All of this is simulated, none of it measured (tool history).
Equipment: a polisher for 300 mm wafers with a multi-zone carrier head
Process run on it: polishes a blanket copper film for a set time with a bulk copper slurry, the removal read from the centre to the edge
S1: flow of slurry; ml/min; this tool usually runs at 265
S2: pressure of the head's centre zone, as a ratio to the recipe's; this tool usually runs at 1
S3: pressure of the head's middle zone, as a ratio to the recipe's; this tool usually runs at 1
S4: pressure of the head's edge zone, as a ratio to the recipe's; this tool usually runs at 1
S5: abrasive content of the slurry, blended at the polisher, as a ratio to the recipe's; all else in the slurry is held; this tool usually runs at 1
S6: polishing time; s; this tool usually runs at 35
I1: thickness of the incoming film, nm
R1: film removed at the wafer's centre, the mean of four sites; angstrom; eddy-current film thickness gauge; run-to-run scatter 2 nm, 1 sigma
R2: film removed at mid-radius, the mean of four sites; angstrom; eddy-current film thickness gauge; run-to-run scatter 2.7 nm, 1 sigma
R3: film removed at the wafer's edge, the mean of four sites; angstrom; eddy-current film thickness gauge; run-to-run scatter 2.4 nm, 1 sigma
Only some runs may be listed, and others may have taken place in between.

| run | hour | S1 | S2 | S3 | S4 | S5 | S6 | I1 | R1 | R2 | R3 |
|---|---|---|---|---|---|---|---|---|---|---|---|
| 1 | 0 | 340 | 1 | 1 | 1 | 1 | 35 | 2850 | 2664 | 2751 | 2729 |
| 2 | 18.8 | 265 | 1 | 1 | 1 | 1 | 35 | 2887.2 | 2518 | 2744 | 2672 |
|  | 39 | worn pad replaced by a new one |
|  | 81.1 | carrier head's membrane replaced by a new one |
| 3 | 81.6 | 265 | 1 | 1 | 1 | 1 | 35 | 2870 | 2504 | 2743 | 2646 |
| 4 | 98.7 | 265 | 1 | 1 | 1 | 1 | 35 | 2913.7 | 2499 | 2765 | 2645 |
|  | 104.7 | slurry nozzle cleaned |
| 5 | 111.9 | 265 | 1 | 1 | 1 | 1 | 35 | 2898.5 | 2492 | 2770 | 2636 |
| 6 | 135.8 | 265 | 1 | 1 | 1 | 1 | 35 | 2829.7 | 2489 | 2753 | 2686 |
| 7 | 164.7 | 185 | 1 | 1 | 1 | 1 | 35 | 2842.2 | 2387 | 2676 | 2603 |
| 8 | 187.5 | 265 | 0.96 | 1 | 1 | 1 | 40 | 2909.1 | 2667 | 3171 | 3037 |
|  | 208.6 | worn pad replaced by a new one |
| 9 | 209.2 | 265 | 1 | 1 | 1 | 1 | 35 | 2865.7 | 2448 | 2776 | 2661 |
|  | 213.2 | centre zone pressure recalibrated |
|  | 217.3 | edge zone pressure recalibrated |
| 10 | 232.9 | 265 | 0.94 | 0.96 | 1 | 1 | 35 | 2900.7 | 2544 | 2635 | 2710 |
| 11 | 264.9 | 320 | 1 | 1 | 1.07 | 0.8 | 35 | 2857.5 | 2608 | 2626 | 2620 |
| 12 | 282.5 | 265 | 1 | 1 | 1 | 1 | 41 | 2865.6 | 3152 | 3235 | 3145 |
| 13 | 318.1 | 265 | 1 | 1 | 1 | 1 | 40 | 2860.7 | 3065 | 3148 | 3053 |
|  | 332.9 | slurry nozzle cleaned |
| 14 | 338.2 | 265 | 0.9 | 1 | 1 | 1 | 35 | 2834.2 | 2411 | 2759 | 2650 |
|  | 359.9 | worn pad replaced by a new one |
| 15 | 360.4 | 265 | 1 | 1 | 1.08 | 1.3 | 46 | 2914.7 | 3771 | 3853 | 3865 |
| 16 | 389 | 340 | 1 | 1 | 1 | 1 | 35 | 2885.4 | 2731 | 2839 | 2720 |
| 17 | 418.3 | 265 | 0.9 | 1.1 | 1 | 1 | 35 | 2857.2 | 2385 | 3021 | 2615 |
| 18 | 443.2 | 265 | 1 | 1 | 1 | 1 | 35 | 2877.4 | 2641 | 2713 | 2635 |
| 19 | 474 | 265 | 1 | 1 | 0.93 | 1 | 35 | 2887.6 | 2654 | 2743 | 2574 |
| 20 | 489.9 | 265 | 1.09 | 1 | 0.97 | 0.9 | 41 | 2869.6 | 3296 | 3213 | 2979 |
|  | 505.8 | worn pad replaced by a new one |
| 21 | 506.3 | 265 | 1 | 1 | 1 | 1 | 35 | 2919.5 | 2678 | 2744 | 2642 |

Consider 4 possible next runs. They are alternatives, not a sequence: every one starts from the tool as it was left by run 21. What does each give?
| A | 506.7 | 265 | 1 | 1 | 1 | 1 | 35 | 2882 | ? | ? | ? |
| B | 506.7 | 350 | 1 | 1 | 0.9 | 0.8 | 40 | 2882 | ? | ? | ? |
| C | 506.7 | 265 | 1 | 1 | 1 | 1 | 29 | 2882 | ? | ? | ? |
| D | 506.7 | 265 | 1.09 | 1 | 1 | 1 | 35 | 2882 | ? | ? | ? |

| run | R1 | R2 | R3 |
|---|---|---|---|
| A | 2669 | 2772 | 2677 |
| B | 2962 | 3070 | 2825 |
| C | 2211 | 2297 | 2218 |
| D | 2911 | 2771 | 2677 |
Without the tool's unlogged condition, the same runs would have read:
| run | R1 | R2 | R3 |
|---|---|---|---|
| A | 2724 | 2772 | 2677 |
| B | 3024 | 3070 | 2825 |
| C | 2257 | 2297 | 2218 |
| D | 2972 | 2770 | 2677 |
